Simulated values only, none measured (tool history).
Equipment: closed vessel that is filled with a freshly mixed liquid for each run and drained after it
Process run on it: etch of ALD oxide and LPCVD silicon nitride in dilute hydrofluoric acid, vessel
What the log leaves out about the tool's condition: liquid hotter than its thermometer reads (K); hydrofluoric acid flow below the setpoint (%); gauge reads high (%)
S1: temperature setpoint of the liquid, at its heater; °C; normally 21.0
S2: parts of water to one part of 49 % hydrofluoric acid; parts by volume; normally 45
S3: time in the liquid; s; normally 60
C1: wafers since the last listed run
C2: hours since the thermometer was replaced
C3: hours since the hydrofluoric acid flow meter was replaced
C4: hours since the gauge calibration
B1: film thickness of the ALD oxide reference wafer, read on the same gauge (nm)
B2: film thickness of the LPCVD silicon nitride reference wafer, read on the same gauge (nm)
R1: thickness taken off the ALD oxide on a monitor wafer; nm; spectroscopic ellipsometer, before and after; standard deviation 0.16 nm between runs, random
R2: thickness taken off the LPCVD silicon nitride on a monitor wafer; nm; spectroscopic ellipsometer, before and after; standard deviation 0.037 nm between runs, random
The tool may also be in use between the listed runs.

| run | day | S1 | S2 | S3 | C1 | C2 | C3 | C4 | B1 | B2 | R1 | R2 |
|---|---|---|---|---|---|---|---|---|---|---|---|---|
| 1 | 0.000 | 21.0 | 45 | 60 | 0 | 22.0 | 542.8 | 295.9 | 39.99 | 69.993 | 34.54 | 0.559 |
| 2 | 0.683 | 21.0 | 45 | 60 | 1104 | 38.4 | 559.2 | 312.3 | 40.02 | 69.990 | 34.98 | 0.562 |
| 3 | 1.162 | 21.0 | 45 | 60 | 774 | 49.9 | 570.7 | 323.8 | 39.99 | 70.013 | 34.61 | 0.569 |
| 4 | 1.567 | 21.0 | 45 | 60 | 653 | 59.6 | 580.4 | 333.5 | 39.97 | 70.041 | 34.54 | 0.588 |
| 5 | 1.862 | 18.0 | 55 | 30 | 478 | 66.7 | 587.5 | 340.6 | 39.99 | 69.986 | 12.35 | 0.177 |
| 6 | 2.217 | 21.0 | 45 | 60 | 572 | 75.2 | 596.0 | 349.1 | 40.01 | 70.044 | 34.40 | 0.526 |
| 7 | 2.496 | 22.5 | 45 | 60 | 451 | 81.9 | 602.7 | 355.8 | 39.99 | 70.027 | 36.98 | 0.664 |
| 8 | 2.950 | 24.0 | 35 | 80 | 733 | 92.8 | 613.6 | 366.7 | 40.01 | 69.951 | 67.47 | 1.199 |
| 9 | 3.342 | 18.5 | 45 | 60 | 632 | 102.2 | 623.0 | 376.1 | 40.01 | 70.033 | 30.86 | 0.439 |
| 10 | 3.783 | 24.0 | 60 | 95 | 713 | 112.8 | 633.6 | 386.7 | 40.00 | 70.016 | 45.94 | 0.806 |
| 11 | 4.192 | 23.0 | 55 | 40 | 659 | 122.6 | 643.4 | 396.5 | 40.01 | 69.987 | 20.37 | 0.358 |
| 12 | 4.675 | 21.0 | 40 | 50 | 781 | 134.2 | 655.0 | 408.1 | 40.01 | 69.994 | 32.67 | 0.542 |
| 13 | 5.912 | 19.5 | 55 | 80 | 1999 | 163.9 | 684.7 | 437.8 | 40.01 | 69.984 | 34.76 | 0.470 |
| 14 | 6.458 | 21.0 | 25 | 60 | 882 | 177.0 | 697.8 | 450.9 | 39.99 | 69.978 | 63.60 | 0.976 |
| 15 | 6.842 | 25.0 | 35 | 40 | 619 | 186.2 | 707.0 | 460.1 | 40.01 | 70.016 | 35.21 | 0.610 |
|  | 7.025 | gauge calibrated |
|  | 8.062 | hydrofluoric acid flow meter replaced |
| 16 | 8.833 | 25.5 | 40 | 60 | 3150 | 234.0 | 18.5 | 43.4 | 40.00 | 70.009 | 49.64 | 0.927 |
| 17 | 9.429 | 21.0 | 45 | 60 | 962 | 248.3 | 32.8 | 57.7 | 39.99 | 69.996 | 36.39 | 0.579 |
| 18 | 9.696 | 25.5 | 45 | 60 | 430 | 254.7 | 39.2 | 64.1 | 40.00 | 70.008 | 43.70 | 0.750 |
| 19 | 10.121 | 21.0 | 50 | 60 | 686 | 264.9 | 49.4 | 74.3 | 39.98 | 69.965 | 32.37 | 0.491 |
| 20 | 10.442 | 21.0 | 45 | 60 | 518 | 272.6 | 57.1 | 82.0 | 40.01 | 69.955 | 36.39 | 0.675 |
| 21 | 10.883 | 22.5 | 55 | 35 | 713 | 283.2 | 67.7 | 92.6 | 40.02 | 69.968 | 18.28 | 0.329 |
| 22 | 11.254 | 21.0 | 65 | 80 | 599 | 292.1 | 76.6 | 101.5 | 40.01 | 69.995 | 32.51 | 0.495 |
| 23 | 11.538 | 25.5 | 45 | 60 | 457 | 298.9 | 83.4 | 108.3 | 40.00 | 69.965 | 43.68 | 0.836 |
| 24 | 12.150 | 19.0 | 30 | 60 | 989 | 313.6 | 98.1 | 123.0 | 40.01 | 69.978 | 50.67 | 0.759 |
| 25 | 12.450 | 21.0 | 45 | 80 | 484 | 320.8 | 105.3 | 130.2 | 39.97 | 70.002 | 47.78 | 0.842 |

Forecast each of these 5 alternatives for the next run:
| A | 12.479 | 21.0 | 45 | 85 | 47 | 321.5 | 106.0 | 130.9 | ? | ? | ? | ? |
| B | 12.479 | 25.0 | 45 | 75 | 47 | 321.5 | 106.0 | 130.9 | ? | ? | ? | ? |
| C | 12.479 | 19.0 | 35 | 60 | 47 | 321.5 | 106.0 | 130.9 | ? | ? | ? | ? |
| D | 12.479 | 23.5 | 30 | 35 | 47 | 321.5 | 106.0 | 130.9 | ? | ? | ? | ? |
| E | 12.479 | 17.0 | 30 | 95 | 47 | 321.5 | 106.0 | 130.9 | ? | ? | ? | ? |

| run | B1 | B2 | R1 | R2 |
|---|---|---|---|---|
| A | 40.00 | 70.067 | 51.06 | 0.834 |
| B | 40.00 | 70.067 | 53.16 | 0.965 |
| C | 40.00 | 70.067 | 43.10 | 0.654 |
| D | 40.00 | 70.067 | 35.72 | 0.604 |
| E | 40.00 | 70.067 | 73.43 | 1.043 |
Without the tool's hidden state the same runs would have given:
| run | R1 | R2 |
|---|---|---|
| A | 50.64 | 0.810 |
| B | 52.78 | 0.938 |
| C | 42.71 | 0.634 |
| D | 35.43 | 0.587 |
| E | 72.70 | 1.011 |

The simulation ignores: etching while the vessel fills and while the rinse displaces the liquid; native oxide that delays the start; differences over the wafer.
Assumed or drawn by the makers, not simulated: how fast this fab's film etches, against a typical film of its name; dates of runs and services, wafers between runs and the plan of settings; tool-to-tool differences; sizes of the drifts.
